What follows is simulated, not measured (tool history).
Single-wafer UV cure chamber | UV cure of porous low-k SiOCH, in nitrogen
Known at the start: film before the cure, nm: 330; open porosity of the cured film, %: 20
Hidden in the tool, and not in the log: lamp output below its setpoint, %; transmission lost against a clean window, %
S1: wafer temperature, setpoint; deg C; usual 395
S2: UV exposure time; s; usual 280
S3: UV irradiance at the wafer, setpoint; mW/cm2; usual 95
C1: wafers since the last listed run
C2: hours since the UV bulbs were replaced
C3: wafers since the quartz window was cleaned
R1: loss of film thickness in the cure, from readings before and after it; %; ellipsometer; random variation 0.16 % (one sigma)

run,hour,S1,S2,S3,C1,C2,C3,R1
1,0.0,395,280,77,0,1105.8,726,8.933
2,16.2,395,280,95,122,1122.0,848,9.982
3,30.2,395,280,95,105,1136.0,954,10.033
4,64.7,395,280,95,259,1170.5,1214,9.985
5,73.1,402,280,95,63,1178.9,1277,9.933
6,82.1,395,280,95,67,1187.9,1345,9.529
7,94.5,395,280,95,93,1200.3,1438,9.683
8,112.4,395,280,95,134,1218.2,1573,9.463
9,126.9,395,280,95,109,1232.7,1682,9.622
10,142.3,395,280,95,115,1248.1,1798,9.480
11,156.0,395,280,95,103,1261.8,1901,9.477
12,167.5,395,280,95,86,1273.3,1988,9.448
13,178.2,395,240,95,80,1284.0,2068,8.799
14,187.2,395,240,95,67,1293.0,2136,8.981
15,198.1,395,240,95,82,1303.9,2218,8.830
16,204.5,395,280,95,48,1310.3,2267,9.587
17,210.8,395,280,95,47,1316.6,2314,9.288
18,225.9,401,280,75,113,1331.7,2428,8.397
19,249.2,395,280,95,175,1355.0,2603,9.233
20,258.3,395,280,95,68,1364.1,2672,9.432
21,266.7,395,280,95,63,1372.5,2735,9.369
22,283.0,395,280,123,122,1388.8,2858,10.395
23,293.9,395,215,95,82,1399.7,2940,8.229
24,309.1,395,280,95,114,1414.9,3054,9.331
25,319.1,395,345,95,75,1424.9,3130,10.189
26,332.7,377,145,60,102,1438.5,3232,4.600
27,349.2,395,430,66,124,1455.0,3356,9.495
28,357.5,401,280,75,62,1463.3,3419,8.330
# hour 373.5: quartz window cleaned
29,374.0,403,125,60,64,1479.8,4,5.166
30,386.7,406,280,126,95,1492.5,99,11.640
31,393.5,395,280,95,51,1499.3,151,9.898
32,407.6,395,280,58,106,1513.4,257,7.905
33,413.7,402,280,95,45,1519.5,303,10.268
34,428.9,395,280,95,114,1534.7,417,9.810
35,444.0,404,410,95,113,1549.8,531,11.849
36,456.2,380,280,111,91,1562.0,623,10.170
37,470.8,383,180,95,109,1576.6,733,7.598
38,488.3,389,280,95,131,1594.1,864,9.549
# hour 497.4: UV bulbs replaced
39,533.6,411,215,115,280,36.2,1145,11.677
40,547.2,383,405,128,102,49.8,1248,14.613
41,564.6,385,280,67,131,67.2,1379,9.649
42,572.8,395,345,95,61,75.4,1441,12.257
43,579.7,414,325,130,51,82.3,1493,13.378
44,590.8,395,230,95,83,93.4,1576,10.237
45,607.8,395,280,95,128,110.4,1704,11.015
46,625.7,395,280,115,134,128.3,1839,11.625
47,643.0,395,280,95,130,145.6,1969,11.090
48,649.1,395,280,95,45,151.7,2015,10.908
49,664.9,395,280,63,118,167.5,2134,9.054

What the log doesn't show, run by run:
H1: lamp output below its setpoint, %
H2: transmission lost against a clean window, %
run,H1,H2
1,36.7,9.57
2,36.9,10.7
3,37,11.5
4,37.3,13.4
5,37.4,13.8
6,37.4,14.2
7,37.5,14.7
8,37.7,15.4
9,37.8,15.9
10,37.9,16.4
11,38,16.7
12,38.1,17
13,38.1,17.3
14,38.2,17.5
15,38.3,17.8
16,38.3,17.9
17,38.3,18
18,38.4,18.3
19,38.6,18.7
20,38.6,18.8
21,38.7,18.9
22,38.8,19.1
23,38.8,19.3
24,38.9,19.4
25,39,19.5
26,39,19.7
27,39.1,19.8
28,39.2,19.9
29,39.2,1.11
30,39.3,2.7
31,39.3,3.5
32,39.4,5.06
33,39.4,5.69
34,39.5,7.17
35,39.5,8.51
36,39.6,9.5
37,39.6,10.6
38,39.7,11.8
39,7.37,14.3
40,8.2,14.9
41,9.24,15.7
42,9.72,16
43,10.1,16.2
44,10.7,16.6
45,11.7,17.2
46,12.6,17.7
47,13.5,18.1
48,13.8,18.3
49,14.6,18.6
